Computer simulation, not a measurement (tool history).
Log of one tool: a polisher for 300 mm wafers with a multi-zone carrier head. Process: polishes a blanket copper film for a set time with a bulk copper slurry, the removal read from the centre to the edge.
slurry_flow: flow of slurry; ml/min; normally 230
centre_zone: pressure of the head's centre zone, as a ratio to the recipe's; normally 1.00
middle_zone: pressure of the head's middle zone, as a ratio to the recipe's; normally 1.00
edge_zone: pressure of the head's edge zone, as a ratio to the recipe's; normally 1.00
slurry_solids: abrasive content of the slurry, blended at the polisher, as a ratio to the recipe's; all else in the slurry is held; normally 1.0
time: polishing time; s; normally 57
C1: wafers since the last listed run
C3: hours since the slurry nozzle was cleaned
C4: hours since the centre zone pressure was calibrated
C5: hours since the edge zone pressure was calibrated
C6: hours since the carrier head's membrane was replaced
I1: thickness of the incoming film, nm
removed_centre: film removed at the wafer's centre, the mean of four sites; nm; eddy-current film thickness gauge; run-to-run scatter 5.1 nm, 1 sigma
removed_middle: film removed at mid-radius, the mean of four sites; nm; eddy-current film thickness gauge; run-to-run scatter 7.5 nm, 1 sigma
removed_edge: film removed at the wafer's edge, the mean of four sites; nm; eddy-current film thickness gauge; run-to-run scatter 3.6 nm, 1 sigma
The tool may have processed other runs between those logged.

{"run": 1, "hour": 0.0, "slurry_flow": 165, "centre_zone": 1.0, "middle_zone": 0.97, "edge_zone": 1.0, "slurry_solids": 1.0, "time": 57, "C1": 0, "wafers polished on this pad": 328, "C3": 54.7, "C4": 899.7, "C5": 16.7, "C6": 48.8, "I1": 3905.6, "removed_centre": 528.3, "removed_middle": 514.9, "removed_edge": 543.1}
{"run": 2, "hour": 15.5, "slurry_flow": 165, "centre_zone": 1.0, "middle_zone": 0.97, "edge_zone": 1.0, "slurry_solids": 1.0, "time": 57, "C1": 146, "wafers polished on this pad": 475, "C3": 70.2, "C4": 915.2, "C5": 32.2, "C6": 64.3, "I1": 4026.2, "removed_centre": 525.0, "removed_middle": 525.6, "removed_edge": 546.1}
{"run": 3, "hour": 29.3, "slurry_flow": 230, "centre_zone": 1.0, "middle_zone": 0.92, "edge_zone": 1.0, "slurry_solids": 1.0, "time": 57, "C1": 130, "wafers polished on this pad": 606, "C3": 84.0, "C4": 929.0, "C5": 46.0, "C6": 78.1, "I1": 3950.6, "removed_centre": 559.5, "removed_middle": 519.9, "removed_edge": 563.8}
{"run": 4, "hour": 42.0, "slurry_flow": 180, "centre_zone": 1.0, "middle_zone": 1.0, "edge_zone": 1.0, "slurry_solids": 1.0, "time": 57, "C1": 120, "wafers polished on this pad": 726, "C3": 96.7, "C4": 941.7, "C5": 58.7, "C6": 90.8, "I1": 3982.3, "removed_centre": 534.9, "removed_middle": 562.6, "removed_edge": 548.9}
{"run": 5, "hour": 49.4, "slurry_flow": 230, "centre_zone": 0.89, "middle_zone": 1.0, "edge_zone": 1.0, "slurry_solids": 1.0, "time": 57, "C1": 70, "wafers polished on this pad": 796, "C3": 104.1, "C4": 949.1, "C5": 66.1, "C6": 98.2, "I1": 3968.9, "removed_centre": 502.8, "removed_middle": 558.2, "removed_edge": 564.3}
{"hour": 60.2, "done": "worn pad replaced by a new one"}
{"run": 6, "hour": 64.7, "slurry_flow": 230, "centre_zone": 1.0, "middle_zone": 1.0, "edge_zone": 1.0, "slurry_solids": 1.0, "time": 57, "C1": 107, "wafers polished on this pad": 42, "C3": 119.4, "C4": 964.4, "C5": 81.4, "C6": 113.5, "I1": 3928.4, "removed_centre": 562.7, "removed_middle": 564.2, "removed_edge": 566.5}
{"run": 7, "hour": 91.8, "slurry_flow": 285, "centre_zone": 1.0, "middle_zone": 1.0, "edge_zone": 1.0, "slurry_solids": 1.0, "time": 57, "C1": 256, "wafers polished on this pad": 299, "C3": 146.5, "C4": 991.5, "C5": 108.5, "C6": 140.6, "I1": 3966.4, "removed_centre": 579.8, "removed_middle": 571.8, "removed_edge": 577.9}
{"run": 8, "hour": 100.5, "slurry_flow": 230, "centre_zone": 1.0, "middle_zone": 0.9, "edge_zone": 0.89, "slurry_solids": 1.0, "time": 57, "C1": 82, "wafers polished on this pad": 382, "C3": 155.2, "C4": 1000.2, "C5": 117.2, "C6": 149.3, "I1": 3963.8, "removed_centre": 566.6, "removed_middle": 517.1, "removed_edge": 539.8}
{"hour": 105.5, "done": "centre zone pressure recalibrated"}
{"run": 9, "hour": 115.2, "slurry_flow": 290, "centre_zone": 1.0, "middle_zone": 1.04, "edge_zone": 1.0, "slurry_solids": 1.0, "time": 57, "C1": 120, "wafers polished on this pad": 502, "C3": 169.9, "C4": 9.7, "C5": 131.9, "C6": 164.0, "I1": 4002.7, "removed_centre": 586.1, "removed_middle": 600.5, "removed_edge": 582.8}
{"run": 10, "hour": 127.8, "slurry_flow": 230, "centre_zone": 1.11, "middle_zone": 0.97, "edge_zone": 1.0, "slurry_solids": 1.0, "time": 57, "C1": 119, "wafers polished on this pad": 621, "C3": 182.5, "C4": 22.3, "C5": 144.5, "C6": 176.6, "I1": 3928.8, "removed_centre": 624.0, "removed_middle": 558.6, "removed_edge": 567.2}
{"run": 11, "hour": 142.4, "slurry_flow": 230, "centre_zone": 1.0, "middle_zone": 1.0, "edge_zone": 1.0, "slurry_solids": 1.0, "time": 57, "C1": 138, "wafers polished on this pad": 760, "C3": 197.1, "C4": 36.9, "C5": 159.1, "C6": 191.2, "I1": 3928.4, "removed_centre": 570.1, "removed_middle": 560.6, "removed_edge": 570.0}
{"run": 12, "hour": 153.6, "slurry_flow": 230, "centre_zone": 1.0, "middle_zone": 1.0, "edge_zone": 1.0, "slurry_solids": 1.0, "time": 57, "C1": 106, "wafers polished on this pad": 866, "C3": 208.3, "C4": 48.1, "C5": 170.3, "C6": 202.4, "I1": 3992.0, "removed_centre": 556.2, "removed_middle": 564.1, "removed_edge": 573.7}
{"hour": 172.9, "done": "worn pad replaced by a new one"}
{"run": 13, "hour": 173.4, "slurry_flow": 230, "centre_zone": 1.0, "middle_zone": 1.0, "edge_zone": 0.95, "slurry_solids": 1.0, "time": 57, "C1": 149, "wafers polished on this pad": 4, "C3": 228.1, "C4": 67.9, "C5": 190.1, "C6": 222.2, "I1": 3924.3, "removed_centre": 563.7, "removed_middle": 579.9, "removed_edge": 557.2}
{"run": 14, "hour": 182.1, "slurry_flow": 230, "centre_zone": 0.88, "middle_zone": 1.07, "edge_zone": 1.08, "slurry_solids": 1.0, "time": 69, "C1": 82, "wafers polished on this pad": 86, "C3": 236.8, "C4": 76.6, "C5": 198.8, "C6": 230.9, "I1": 4017.9, "removed_centre": 586.6, "removed_middle": 729.2, "removed_edge": 713.9}
{"run": 15, "hour": 196.8, "slurry_flow": 200, "centre_zone": 0.89, "middle_zone": 1.1, "edge_zone": 1.0, "slurry_solids": 1.0, "time": 49, "C1": 139, "wafers polished on this pad": 225, "C3": 251.5, "C4": 91.3, "C5": 213.5, "C6": 245.6, "I1": 3900.8, "removed_centre": 417.5, "removed_middle": 531.3, "removed_edge": 478.1}
{"run": 16, "hour": 204.9, "slurry_flow": 185, "centre_zone": 1.0, "middle_zone": 1.0, "edge_zone": 0.97, "slurry_solids": 1.0, "time": 57, "C1": 76, "wafers polished on this pad": 302, "C3": 259.6, "C4": 99.4, "C5": 221.6, "C6": 253.7, "I1": 3981.7, "removed_centre": 533.4, "removed_middle": 551.9, "removed_edge": 541.5}
{"run": 17, "hour": 215.2, "slurry_flow": 200, "centre_zone": 0.89, "middle_zone": 1.1, "edge_zone": 1.0, "slurry_solids": 1.0, "time": 49, "C1": 97, "wafers polished on this pad": 400, "C3": 269.9, "C4": 109.7, "C5": 231.9, "C6": 264.0, "I1": 4024.5, "removed_centre": 423.3, "removed_middle": 521.1, "removed_edge": 477.8}
{"run": 18, "hour": 230.2, "slurry_flow": 230, "centre_zone": 1.0, "middle_zone": 1.0, "edge_zone": 1.09, "slurry_solids": 0.7, "time": 42, "C1": 142, "wafers polished on this pad": 542, "C3": 284.9, "C4": 124.7, "C5": 246.9, "C6": 279.0, "I1": 4015.4, "removed_centre": 382.5, "removed_middle": 383.1, "removed_edge": 403.8}
{"run": 19, "hour": 239.2, "slurry_flow": 230, "centre_zone": 1.06, "middle_zone": 1.0, "edge_zone": 1.0, "slurry_solids": 1.0, "time": 76, "C1": 85, "wafers polished on this pad": 627, "C3": 293.9, "C4": 133.7, "C5": 255.9, "C6": 288.0, "I1": 3989.1, "removed_centre": 794.3, "removed_middle": 754.3, "removed_edge": 757.8}
{"run": 20, "hour": 258.2, "slurry_flow": 230, "centre_zone": 1.0, "middle_zone": 1.1, "edge_zone": 1.0, "slurry_solids": 1.0, "time": 57, "C1": 180, "wafers polished on this pad": 807, "C3": 312.9, "C4": 152.7, "C5": 274.9, "C6": 307.0, "I1": 3962.0, "removed_centre": 564.3, "removed_middle": 635.1, "removed_edge": 568.5}
{"hour": 283.1, "done": "worn pad replaced by a new one"}
{"run": 21, "hour": 283.6, "slurry_flow": 230, "centre_zone": 1.11, "middle_zone": 1.04, "edge_zone": 1.0, "slurry_solids": 0.9, "time": 57, "C1": 202, "wafers polished on this pad": 5, "C3": 338.3, "C4": 178.1, "C5": 300.3, "C6": 332.4, "I1": 3993.8, "removed_centre": 623.6, "removed_middle": 574.2, "removed_edge": 553.3}
{"run": 22, "hour": 295.2, "slurry_flow": 195, "centre_zone": 1.0, "middle_zone": 1.0, "edge_zone": 1.0, "slurry_solids": 1.0, "time": 49, "C1": 109, "wafers polished on this pad": 115, "C3": 349.9, "C4": 189.7, "C5": 311.9, "C6": 344.0, "I1": 3875.6, "removed_centre": 466.7, "removed_middle": 478.0, "removed_edge": 477.2}

Alternative continuations, all from the tool just after run 22; predict every row:
{"run": "A", "hour": 295.6, "slurry_flow": 290, "centre_zone": 1.0, "middle_zone": 1.0, "edge_zone": 1.0, "slurry_solids": 1.0, "time": 57, "C1": 3, "wafers polished on this pad": 118, "C3": 350.3, "C4": 190.1, "C5": 312.3, "C6": 344.4, "I1": 3986.2, "removed_centre": "?", "removed_middle": "?", "removed_edge": "?"}
{"run": "B", "hour": 295.6, "slurry_flow": 155, "centre_zone": 1.0, "middle_zone": 0.9, "edge_zone": 1.0, "slurry_solids": 1.2, "time": 75, "C1": 3, "wafers polished on this pad": 118, "C3": 350.3, "C4": 190.1, "C5": 312.3, "C6": 344.4, "I1": 3986.2, "removed_centre": "?", "removed_middle": "?", "removed_edge": "?"}
{"run": "C", "hour": 295.6, "slurry_flow": 230, "centre_zone": 1.0, "middle_zone": 1.0, "edge_zone": 0.95, "slurry_solids": 1.0, "time": 42, "C1": 3, "wafers polished on this pad": 118, "C3": 350.3, "C4": 190.1, "C5": 312.3, "C6": 344.4, "I1": 3986.2, "removed_centre": "?", "removed_middle": "?", "removed_edge": "?"}
{"run": "D", "hour": 295.6, "slurry_flow": 230, "centre_zone": 1.12, "middle_zone": 1.0, "edge_zone": 0.91, "slurry_solids": 1.0, "time": 75, "C1": 3, "wafers polished on this pad": 118, "C3": 350.3, "C4": 190.1, "C5": 312.3, "C6": 344.4, "I1": 3986.2, "removed_centre": "?", "removed_middle": "?", "removed_edge": "?"}

run=A removed_centre=586.4 removed_middle=585.1 removed_edge=575.9
run=B removed_centre=720.2 removed_middle=666.2 removed_edge=735.7
run=C removed_centre=418.8 removed_middle=419.2 removed_edge=405.4
run=D removed_centre=838.4 removed_middle=748.1 removed_edge=709.6
Take away the tool's hidden state, keep each run's random variation, and the runs would have read:
run=A removed_centre=586.4 removed_middle=585.1 removed_edge=575.9
run=B removed_centre=720.2 removed_middle=666.2 removed_edge=735.7
run=C removed_centre=418.8 removed_middle=419.2 removed_edge=405.4
run=D removed_centre=838.4 removed_middle=748.1 removed_edge=709.6

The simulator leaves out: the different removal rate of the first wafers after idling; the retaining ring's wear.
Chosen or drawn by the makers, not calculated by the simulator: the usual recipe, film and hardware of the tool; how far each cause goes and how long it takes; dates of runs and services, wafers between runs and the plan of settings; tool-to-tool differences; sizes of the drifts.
